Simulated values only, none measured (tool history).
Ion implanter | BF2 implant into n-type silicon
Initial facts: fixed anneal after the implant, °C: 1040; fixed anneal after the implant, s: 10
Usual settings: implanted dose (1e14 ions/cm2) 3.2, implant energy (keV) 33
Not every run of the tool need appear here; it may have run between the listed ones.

run   hour  implanted dose (1e14 ions/cm2)  implant energy (keV)  wafers since the last listed run  hours since the last dose calibration  hours since the extraction supply was calibrated  hours since the gauge calibration  read-back reference wafer on the same gauge, sheet resistance  sheet resistance of the implanted and annealed layer (ohm/square)
  1      0                             3.2                    33                                 0                                   1976                                            3266.3                              110.4                                                         383.99                                                             347.44
  2   14.9                             3.2                    33                               296                                 1990.9                                            3281.2                              125.3                                                         383.88                                                             348.76
  3     25                             3.2                    33                               201                                   2001                                            3291.3                              135.4                                                         383.89                                                             349.35
  4   36.2                             3.2                    33                               222                                 2012.2                                            3302.5                              146.6                                                         384.03                                                             349.68
      41.3  -- gauge calibrated
  5   48.2                             3.2                    33                               238                                 2024.2                                            3314.5                                6.9                                                         384.08                                                             349.78
  6   55.7                            2.89                    33                               149                                 2031.7                                              3322                               14.4                                                         384.04                                                              380.3
  7   68.4                             3.2                    33                               252                                 2044.4                                            3334.7                               27.1                                                         384.05                                                             349.08
  8   81.3                             3.2                  36.5                               256                                 2057.3                                            3347.6                                 40                                                         384.17                                                              345.7
  9   91.7                             3.2                  36.5                               206                                 2067.7                                              3358                               50.4                                                         383.95                                                              346.1
 10  109.2                             3.2                  36.5                               348                                 2085.2                                            3375.5                               67.9                                                         384.01                                                             346.02
     121.7  -- Faraday cup replaced and dose calibrated
 11  122.2                            2.53                    33                                99                                    0.5                                            3388.5                               80.9                                                         383.92                                                             413.09
     132.6  -- extraction supply calibrated
 12  133.1                            2.71                  24.5                                57                                   11.4                                               0.5                               91.8                                                         383.89                                                             403.19
 13  139.3                            3.99                    27                               123                                   17.6                                               6.7                                 98                                                         384.02                                                             286.91
 14    155                             3.2                    33                               312                                   33.3                                              22.4                              113.7                                                         383.88                                                              338.3
 15  199.2                             3.2                    33                               879                                   77.5                                              66.6                              157.9                                                         383.98                                                             339.39
     207.6  -- gauge calibrated
 16  215.1                             3.2                    33                               316                                   93.4                                              82.5                                7.5                                                         384.02                                                             339.22
 17  222.6                            4.04                    33                               149                                  100.9                                                90                                 15                                                         384.08                                                             277.72
 18  239.3                             3.2                    33                               332                                  117.6                                             106.7                               31.7                                                         383.92                                                              339.8
 19  250.2                            3.48                    37                               216                                  128.5                                             117.6                               42.6                                                         383.97                                                             310.87
 20  256.3                            2.39                    36                               121                                  134.6                                             123.7                               48.7                                                         383.92                                                              429.8
 21    265                             3.2                    33                               173                                  143.3                                             132.4                               57.4                                                         383.95                                                             339.02
 22  298.2                            2.29                  37.5                               660                                  176.5                                             165.6                               90.6                                                         383.88                                                             443.28
 23  307.7                             3.2                  29.5                               189                                    186                                             175.1                              100.1                                                         383.94                                                             342.68

5 ways to go on from here, each from the tool as it stands after run 23. What would each give?
  A  308.1                             3.2                    33                                 7                                  186.4                                             175.5                              100.5                                                              ?                                                                  ?
  B  308.1                            4.14                  29.5                                 7                                  186.4                                             175.5                              100.5                                                              ?                                                                  ?
  C  308.1                            2.45                    28                                 7                                  186.4                                             175.5                              100.5                                                              ?                                                                  ?
  D  308.1                             3.2                  24.5                                 7                                  186.4                                             175.5                              100.5                                                              ?                                                                  ?
  E  308.1                             3.2                    41                                 7                                  186.4                                             175.5                              100.5                                                              ?                                                                  ?

run  read-back reference wafer on the same gauge, sheet resistance  sheet resistance of the implanted and annealed layer (ohm/square)
  A                                                         384.04                                                             339.21
  B                                                         384.04                                                             275.25
  C                                                         384.04                                                             432.56
  D                                                         384.04                                                             349.59
  E                                                         384.04                                                             331.57
Had the tool no hidden state, the same runs would have come out as:
run  sheet resistance of the implanted and annealed layer (ohm/square)
  A                                                             338.13
  B                                                             274.37
  C                                                              431.2
  D                                                             348.47
  E                                                             330.52

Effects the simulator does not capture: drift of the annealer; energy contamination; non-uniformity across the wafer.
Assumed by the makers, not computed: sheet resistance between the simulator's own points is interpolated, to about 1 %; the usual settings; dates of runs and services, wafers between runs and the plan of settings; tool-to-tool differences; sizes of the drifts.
